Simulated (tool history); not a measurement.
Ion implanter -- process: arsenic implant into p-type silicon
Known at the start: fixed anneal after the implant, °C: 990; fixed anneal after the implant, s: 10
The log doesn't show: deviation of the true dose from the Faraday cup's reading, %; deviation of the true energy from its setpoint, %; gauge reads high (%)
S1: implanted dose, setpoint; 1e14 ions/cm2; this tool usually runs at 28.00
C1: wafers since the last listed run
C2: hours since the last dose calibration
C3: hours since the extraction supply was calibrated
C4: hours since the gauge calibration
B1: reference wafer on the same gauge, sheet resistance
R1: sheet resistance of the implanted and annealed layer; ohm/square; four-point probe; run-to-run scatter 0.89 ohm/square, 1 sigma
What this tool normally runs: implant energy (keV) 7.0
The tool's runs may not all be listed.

Run 1, hour 0.0: usual settings but S1 34.46 1e14 ions/cm2; C1 0; C2 159.9; C3 4103.5; C4 1772.9; B1 185.54. Result: R1 161.92 ohm/square.
Run 2, hour 85.9: usual settings but S1 34.46 1e14 ions/cm2; C1 1382; C2 245.8; C3 4189.4; C4 1858.8; B1 185.06. Result: R1 161.05 ohm/square.
Run 3, hour 139.9: usual settings but S1 34.46 1e14 ions/cm2; C1 868; C2 299.8; C3 4243.4; C4 1912.8; B1 184.84. Result: R1 161.06 ohm/square.
Run 4, hour 180.4: usual settings; C1 651; C2 340.3; C3 4283.9; C4 1953.3; B1 184.72. Result: R1 164.94 ohm/square.
At hour 334.0: Faraday cup replaced and dose calibrated.
Run 5, hour 442.4: usual settings; C1 4086; C2 108.4; C3 4545.9; C4 2215.3; B1 183.44. Result: R1 165.33 ohm/square.
Run 6, hour 543.3: usual settings; C1 1623; C2 209.3; C3 4646.8; C4 2316.2; B1 183.10. Result: R1 163.88 ohm/square.
Run 7, hour 611.8: usual settings; C1 1102; C2 277.8; C3 4715.3; C4 2384.7; B1 182.79. Result: R1 161.12 ohm/square.
Run 8, hour 712.8: usual settings but S1 25.29 1e14 ions/cm2; C1 1625; C2 378.8; C3 4816.3; C4 2485.7; B1 182.11. Result: R1 164.31 ohm/square.
Run 9, hour 761.9: usual settings but S1 25.29 1e14 ions/cm2; C1 790; C2 427.9; C3 4865.4; C4 2534.8; B1 181.54. Result: R1 163.44 ohm/square.
Run 10, hour 850.8: usual settings but S1 25.29 1e14 ions/cm2; C1 1430; C2 516.8; C3 4954.3; C4 2623.7; B1 181.14. Result: R1 163.31 ohm/square.
At hour 913.7: Faraday cup replaced and dose calibrated.
Run 11, hour 914.2: usual settings; C1 891; C2 0.5; C3 5017.7; C4 2687.1; B1 180.83. Result: R1 161.67 ohm/square.
Run 12, hour 951.3: usual settings; C1 596; C2 37.6; C3 5054.8; C4 2724.2; B1 180.49. Result: R1 161.25 ohm/square.
At hour 1063.3: extraction supply calibrated.
Run 13, hour 1222.6: usual settings; C1 4236; C2 308.9; C3 159.3; C4 2995.5; B1 178.44. Result: R1 161.30 ohm/square.
Run 14, hour 1318.7: usual settings; C1 1546; C2 405.0; C3 255.4; C4 3091.6; B1 178.01. Result: R1 158.77 ohm/square.
At hour 1319.5: gauge calibrated.
Run 15, hour 1417.6: usual settings but S1 33.79 1e14 ions/cm2, implant energy (keV) 9.0; C1 1591; C2 503.9; C3 354.3; C4 98.1; B1 189.73. Result: R1 156.45 ohm/square.
Run 16, hour 1480.6: usual settings but implant energy (keV) 5.5; C1 1013; C2 566.9; C3 417.3; C4 161.1; B1 189.88. Result: R1 177.88 ohm/square.
At hour 1520.9: Faraday cup replaced and dose calibrated.
Run 17, hour 1676.0: usual settings; C1 3015; C2 155.1; C3 612.7; C4 356.5; B1 189.56. Result: R1 169.77 ohm/square.
Run 18, hour 1747.3: usual settings but S1 24.26 1e14 ions/cm2, implant energy (keV) 5.0; C1 1147; C2 226.4; C3 684.0; C4 427.8; B1 189.65. Result: R1 186.14 ohm/square.
Run 19, hour 1874.7: usual settings but implant energy (keV) 6.5; C1 2049; C2 353.8; C3 811.4; C4 555.2; B1 189.39. Result: R1 172.26 ohm/square.
Run 20, hour 1933.0: usual settings but S1 31.72 1e14 ions/cm2, implant energy (keV) 8.5; C1 938; C2 412.1; C3 869.7; C4 613.5; B1 189.32. Result: R1 159.61 ohm/square.
Run 21, hour 2021.7: usual settings; C1 1427; C2 500.8; C3 958.4; C4 702.2; B1 189.22. Result: R1 169.54 ohm/square.
At hour 2067.0: Faraday cup replaced and dose calibrated.
Run 22, hour 2099.9: usual settings but S1 35.77 1e14 ions/cm2; C1 1129; C2 32.9; C3 1036.6; C4 780.4; B1 188.99. Result: R1 163.94 ohm/square.
Run 23, hour 2190.4: usual settings but S1 34.58 1e14 ions/cm2, implant energy (keV) 6.0; C1 1456; C2 123.4; C3 1127.1; C4 870.9; B1 188.77. Result: R1 169.77 ohm/square.
Run 24, hour 2242.3: usual settings; C1 835; C2 175.3; C3 1179.0; C4 922.8; B1 188.74. Result: R1 168.33 ohm/square.
Run 25, hour 2308.1: usual settings but S1 33.52 1e14 ions/cm2, implant energy (keV) 5.0; C1 1058; C2 241.1; C3 1244.8; C4 988.6; B1 188.45. Result: R1 176.71 ohm/square.
Run 26, hour 2363.9: usual settings; C1 897; C2 296.9; C3 1300.6; C4 1044.4; B1 188.38. Result: R1 169.48 ohm/square.
Run 27, hour 2684.2: usual settings but implant energy (keV) 9.0; C1 5153; C2 617.2; C3 1620.9; C4 1364.7; B1 187.58. Result: R1 157.46 ohm/square.
At hour 2701.8: Faraday cup replaced and dose calibrated.
Run 28, hour 2727.5: usual settings but S1 22.34 1e14 ions/cm2, implant energy (keV) 6.0; C1 567; C2 25.7; C3 1664.2; C4 1408.0; B1 187.10. Result: R1 178.12 ohm/square.
Run 29, hour 2817.2: usual settings but implant energy (keV) 5.0; C1 1443; C2 115.4; C3 1753.9; C4 1497.7; B1 187.04. Result: R1 180.32 ohm/square.

How would selected steps in R1 from run to run divide? Give the signed amount a tool lacking its hidden state would still show from settings, what came in and random variation, and the signed amount left for the hidden state, including any gauge scatter that is not in both of the compared results.
Run 12 -> 13: extraction supply calibrated. R1 +0.05 ohm/square: hidden state -1.78, all else +1.83.
Run 14 -> 15: S1 28.00 -> 33.79, implant energy (keV) 7.0 -> 9.0, gauge calibrated. R1 -2.32 ohm/square: hidden state +10.53, all else -12.85.
Run 15 -> 16: S1 33.79 -> 28.00, implant energy (keV) 9.0 -> 5.5. R1 +21.43 ohm/square: hidden state +0.18, all else +21.25.
Run 27 -> 28: S1 28.00 -> 22.34, implant energy (keV) 9.0 -> 6.0, Faraday cup replaced and dose calibrated. R1 +20.66 ohm/square: hidden state -0.20, all else +20.86.
